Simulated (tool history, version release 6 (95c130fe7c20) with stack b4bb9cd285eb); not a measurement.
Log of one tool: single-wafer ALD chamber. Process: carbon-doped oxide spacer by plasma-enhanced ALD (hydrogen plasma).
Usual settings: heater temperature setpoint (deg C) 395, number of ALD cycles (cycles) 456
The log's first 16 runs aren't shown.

| run | hour | heater temperature setpoint (deg C) | number of ALD cycles (cycles) | wafers since the last listed run | hours since the last thermocouple change | hours since the gauge calibration | read-back reference wafer on the same gauge, thickness_nm | mean film thickness on the monitor wafer (Å) |
|---|---|---|---|---|---|---|---|---|
| 17 | 759.1 | 395 | 519 | 44 | 81.5 | 1153.1 | 18.898 | 258.65 |
| 18 | 811.3 | 389 | 456 | 29 | 133.7 | 1205.3 | 18.867 | 227.96 |
| 19 | 859.8 | 407 | 417 | 27 | 182.2 | 1253.8 | 18.903 | 202.14 |
| 20 | 917.6 | 389 | 404 | 32 | 240 | 1311.6 | 18.91 | 201.29 |
| 21 | 948.8 | 381 | 456 | 17 | 271.2 | 1342.8 | 18.906 | 227.2 |
| 22 | 1005 | 400 | 376 | 31 | 327.4 | 1399 | 18.915 | 187.32 |
| 23 | 1052.6 | 404 | 456 | 26 | 375 | 1446.6 | 18.894 | 223.54 |
| 24 | 1090.5 | 402 | 532 | 21 | 412.9 | 1484.5 | 18.896 | 264.39 |
| 25 | 1133.9 | 389 | 526 | 24 | 456.3 | 1527.9 | 18.911 | 262.24 |
| 26 | 1171 | 405 | 370 | 20 | 493.4 | 1565 | 18.898 | 181.49 |
|  | 1188.4 | gauge calibrated |
| 27 | 1209.4 | 407 | 394 | 21 | 531.8 | 21 | 18.89 | 191.4 |
| 28 | 1264.2 | 395 | 456 | 30 | 586.6 | 75.8 | 18.909 | 227.98 |
| 29 | 1309.5 | 400 | 482 | 25 | 631.9 | 121.1 | 18.896 | 239.66 |
| 30 | 1374.9 | 395 | 511 | 36 | 697.3 | 186.5 | 18.874 | 254.97 |
| 31 | 1420.2 | 395 | 456 | 25 | 742.6 | 231.8 | 18.883 | 228.98 |
| 32 | 1490.7 | 388 | 366 | 39 | 813.1 | 302.3 | 18.907 | 183.8 |
| 33 | 1556.8 | 408 | 456 | 36 | 879.2 | 368.4 | 18.889 | 221.12 |
| 34 | 1628.5 | 395 | 456 | 40 | 950.9 | 440.1 | 18.908 | 227.69 |

5 ways to go on from here, each from the tool as it stands after run 34. What would each give?
| A | 1629.6 | 395 | 385 | 0 | 952 | 441.2 | ? | ? |
| B | 1629.6 | 395 | 486 | 0 | 952 | 441.2 | ? | ? |
| C | 1629.6 | 386 | 483 | 0 | 952 | 441.2 | ? | ? |
| D | 1629.6 | 395 | 529 | 0 | 952 | 441.2 | ? | ? |
| E | 1629.6 | 390 | 456 | 0 | 952 | 441.2 | ? | ? |

| run | read-back reference wafer on the same gauge, thickness_nm | mean film thickness on the monitor wafer (Å) |
|---|---|---|
| A | 18.877 | 192.21 |
| B | 18.877 | 242.64 |
| C | 18.877 | 241.14 |
| D | 18.877 | 264.11 |
| E | 18.877 | 227.66 |
Without the tool's hidden state the same runs would have given:
| run | mean film thickness on the monitor wafer (Å) |
|---|---|
| A | 192.21 |
| B | 242.64 |
| C | 241.14 |
| D | 264.11 |
| E | 227.66 |
